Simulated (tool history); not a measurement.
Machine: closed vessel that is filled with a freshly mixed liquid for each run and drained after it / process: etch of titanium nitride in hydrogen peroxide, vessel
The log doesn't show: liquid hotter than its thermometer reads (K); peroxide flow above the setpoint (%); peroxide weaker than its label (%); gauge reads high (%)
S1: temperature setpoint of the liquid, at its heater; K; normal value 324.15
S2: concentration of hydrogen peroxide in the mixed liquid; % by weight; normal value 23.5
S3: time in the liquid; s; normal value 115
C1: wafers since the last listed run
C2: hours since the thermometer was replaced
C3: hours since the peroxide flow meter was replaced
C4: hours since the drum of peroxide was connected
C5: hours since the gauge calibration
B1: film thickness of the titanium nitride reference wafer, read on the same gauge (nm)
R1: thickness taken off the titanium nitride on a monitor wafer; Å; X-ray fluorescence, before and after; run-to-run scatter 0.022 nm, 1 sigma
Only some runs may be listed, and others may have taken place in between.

run	hour	S1	S2	S3	C1	C2	C3	C4	C5	B1	R1
1	0.0	324.15	23.5	115	0	2364.2	72.1	337.4	304.6	49.98	52.1
# hour 164.1: new drum of peroxide connected
2	190.6	324.15	23.5	115	15503	2554.8	262.7	26.5	495.2	49.98	52.9
3	260.1	324.15	23.5	115	5683	2624.3	332.2	96.0	564.7	50.00	53.4
4	303.7	324.15	23.5	115	3565	2667.9	375.8	139.6	608.3	49.99	53.2
5	329.8	330.65	23.5	115	2134	2694.0	401.9	165.7	634.4	50.01	83.5
# hour 356.5: peroxide flow meter replaced
# hour 368.9: gauge calibrated
6	373.2	330.65	23.5	115	3467	2737.4	16.7	209.1	4.3	50.01	83.1
7	423.0	330.65	23.5	115	4072	2787.2	66.5	258.9	54.1	49.96	83.7
8	492.9	324.15	27.0	115	5715	2857.1	136.4	328.8	124.0	50.01	54.9
# hour 595.0: thermometer replaced
9	686.3	324.15	23.5	115	15732	91.3	329.8	522.2	317.4	49.99	44.9
# hour 704.5: new drum of peroxide connected
10	737.6	324.15	23.5	115	4113	142.6	381.1	33.1	368.7	50.02	46.0
11	785.7	334.15	23.5	115	3933	190.7	429.2	81.2	416.8	50.01	92.8
# hour 789.8: peroxide flow meter replaced
12	851.1	330.15	19.5	95	5266	256.1	61.3	146.6	482.2	50.00	55.6
13	906.4	320.15	27.5	115	4521	311.4	116.6	201.9	537.5	50.02	35.7
14	959.0	318.15	29.0	55	4301	364.0	169.2	254.5	590.1	50.03	14.9
15	993.9	315.65	20.0	60	2853	398.9	204.1	289.4	625.0	50.02	12.4

Each row is a separate what-if for the run after 15, all from the same tool condition, not one after another. Results?
A	994.6	324.15	20.5	115	57	399.6	204.8	290.1	625.7	?	?
B	994.6	329.65	19.0	90	57	399.6	204.8	290.1	625.7	?	?
C	994.6	318.15	29.5	115	57	399.6	204.8	290.1	625.7	?	?

run	B1	R1
A	50.02	45.0
B	50.02	51.0
C	50.02	31.4
Without the tool's hidden state the same runs would have given:
run	R1
A	43.8
B	49.8
C	30.6

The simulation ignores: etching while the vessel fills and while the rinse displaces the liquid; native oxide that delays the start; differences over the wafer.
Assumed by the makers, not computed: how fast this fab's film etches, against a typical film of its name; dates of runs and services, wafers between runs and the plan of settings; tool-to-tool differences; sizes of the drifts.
